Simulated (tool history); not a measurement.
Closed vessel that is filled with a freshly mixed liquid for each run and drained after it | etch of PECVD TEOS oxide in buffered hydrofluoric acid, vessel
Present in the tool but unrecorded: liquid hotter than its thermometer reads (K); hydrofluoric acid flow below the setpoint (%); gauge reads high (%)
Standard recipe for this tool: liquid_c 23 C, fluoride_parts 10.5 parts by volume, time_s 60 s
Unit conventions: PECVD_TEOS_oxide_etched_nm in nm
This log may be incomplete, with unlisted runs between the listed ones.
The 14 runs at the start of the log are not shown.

run	day	liquid_c	fluoride_parts	time_s	wafers since the last listed run	hours since the thermometer was replaced	hours since the hydrofluoric acid flow meter was replaced	hours since the gauge calibration	read-back film thickness of the PECVD TEOS oxide reference wafer, read on the same gauge (nm)	PECVD_TEOS_oxide_etched_nm
15	16.771	23	10.5	60	3757	388.1	1940.5	180.9	80.03	203.69
# day 18.167: hydrofluoric acid flow meter replaced
16	18.254	23	10.5	60	4262	423.7	2.1	216.5	80.02	201.82
17	19.538	23	12	60	3794	454.5	32.9	247.3	79.99	180.19
18	22.588	23	10.5	60	9018	527.7	106.1	320.5	80	205.91
19	23.35	23	8	60	2254	546	124.4	338.8	79.99	261.53
20	24.004	18.5	8.5	70	1934	561.7	140.1	354.5	80	223.73
21	24.904	23	10.5	60	2661	583.3	161.7	376.1	80.01	205.19
22	25.529	20	13	90	1848	598.3	176.7	391.1	80.01	212
23	27.896	23	12.5	60	6997	655.1	233.5	447.9	79.98	176.03
24	28.6	25.5	10.5	60	2082	672	250.4	464.8	79.95	234.13
25	29.908	23	10.5	60	3868	703.4	281.8	496.2	79.99	205.66
26	31.275	23	10.5	60	4041	736.2	314.6	529	79.96	208.05
27	32.046	23	7.5	50	2279	754.7	333.1	547.5	79.97	232.52
28	32.675	23	10.5	60	1860	769.8	348.2	562.6	79.98	208.11
29	33.729	20	8.5	30	3117	795.1	373.5	587.9	79.99	105.67
30	34.996	27.5	6.5	75	3745	825.5	403.9	618.3	80.01	519.86
31	35.608	26	13.5	60	1811	840.2	418.6	633	80	191.45
32	36.304	26.5	14.5	45	2057	856.9	435.3	649.7	79.99	139.95
33	37.267	23	13	80	2845	880	458.4	672.8	80.03	226.63

Predict each of these 4 candidate next runs independently; none follows another, all start after run 33:
A	37.296	23	10.5	60	86	880.7	459.1	673.5	?	?
B	37.296	19	10.5	60	86	880.7	459.1	673.5	?	?
C	37.296	20	14	85	86	880.7	459.1	673.5	?	?
D	37.296	27	8	70	86	880.7	459.1	673.5	?	?

run	read-back film thickness of the PECVD TEOS oxide reference wafer, read on the same gauge (nm)	PECVD_TEOS_oxide_etched_nm
A	79.96	211.6
B	79.96	169.72
C	79.96	191.85
D	79.96	389.52
Stripped of hidden state, with their random variation kept, the same runs would have yielded:
run	PECVD_TEOS_oxide_etched_nm
A	196.87
B	157.6
C	178.23
D	363.11

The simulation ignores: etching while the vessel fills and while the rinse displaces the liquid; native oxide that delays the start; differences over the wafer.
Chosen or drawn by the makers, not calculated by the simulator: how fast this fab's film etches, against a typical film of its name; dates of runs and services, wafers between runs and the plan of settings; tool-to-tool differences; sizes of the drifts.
